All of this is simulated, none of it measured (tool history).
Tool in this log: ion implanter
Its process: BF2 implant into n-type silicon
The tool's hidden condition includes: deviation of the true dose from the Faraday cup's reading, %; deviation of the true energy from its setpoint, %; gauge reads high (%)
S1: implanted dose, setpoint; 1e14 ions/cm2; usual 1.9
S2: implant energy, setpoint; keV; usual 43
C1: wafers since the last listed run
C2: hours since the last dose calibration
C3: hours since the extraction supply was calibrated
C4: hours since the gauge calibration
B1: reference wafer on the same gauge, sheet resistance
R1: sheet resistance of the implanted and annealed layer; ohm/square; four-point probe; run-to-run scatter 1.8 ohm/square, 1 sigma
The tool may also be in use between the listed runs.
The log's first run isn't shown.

run,hour,S1,S2,C1,C2,C3,C4,B1,R1
2,32.5,1.9,43,527,925.3,1615.4,170.5,463.66,524.27
3,52.7,1.9,43,327,945.5,1635.6,190.7,464.16,524.09
4,74.3,2.08,43,350,967.1,1657.2,212.3,464.1,486.37
5,87.2,1.9,43,209,980,1670.1,225.2,462.86,528.41
6,116.7,1.9,43,478,1009.5,1699.6,254.7,463.8,521.14
7,136.1,1.9,43,314,1028.9,1719,274.1,464.05,524.47
8,159.4,1.9,34.5,378,1052.2,1742.3,297.4,464.52,539.68
9,171.4,1.9,34.5,194,1064.2,1754.3,309.4,464.37,539.71
10,189.4,1.9,43,292,1082.2,1772.3,327.4,464.1,526.25
11,214.6,1.9,43,409,1107.4,1797.5,352.6,463.72,525.02
12,235.2,1.9,43,334,1128,1818.1,373.2,464.52,524.01
13,268.1,1.9,43,534,1160.9,1851,406.1,463.73,524.88
14,298.2,1.9,43,488,1191,1881.1,436.2,464.49,525.05
15,312.3,1.9,43,228,1205.1,1895.2,450.3,464.21,525.83
16,330.5,1.9,43,295,1223.3,1913.4,468.5,463.5,523.81
17,352.4,1.9,43,355,1245.2,1935.3,490.4,464.36,524.34
18,374.9,1.9,43,365,1267.7,1957.8,512.9,464.11,522.68
19,404.8,1.42,43,485,1297.6,1987.7,542.8,464.14,667.9
20,439.2,1.9,31.5,558,1332,2022.1,577.2,464.44,544.73
# hour 464.6: extraction supply calibrated
21,465.1,2.09,43,290,1357.9,0.5,603.1,464.14,485.4
22,486.3,2.32,43,344,1379.1,21.7,624.3,463.67,447.02
23,518.5,1.9,43,522,1411.3,53.9,656.5,464.28,526.53

Run 24, settings as shown, results not yet in. Your forecast:
24,536.5,1.63,48.5,292,1429.3,71.9,674.5,?,?

Run 24 came out at B1 464.26, R1 585.77 ohm/square.
With no hidden state in the tool, this same run would have given R1 585.77 ohm/square.

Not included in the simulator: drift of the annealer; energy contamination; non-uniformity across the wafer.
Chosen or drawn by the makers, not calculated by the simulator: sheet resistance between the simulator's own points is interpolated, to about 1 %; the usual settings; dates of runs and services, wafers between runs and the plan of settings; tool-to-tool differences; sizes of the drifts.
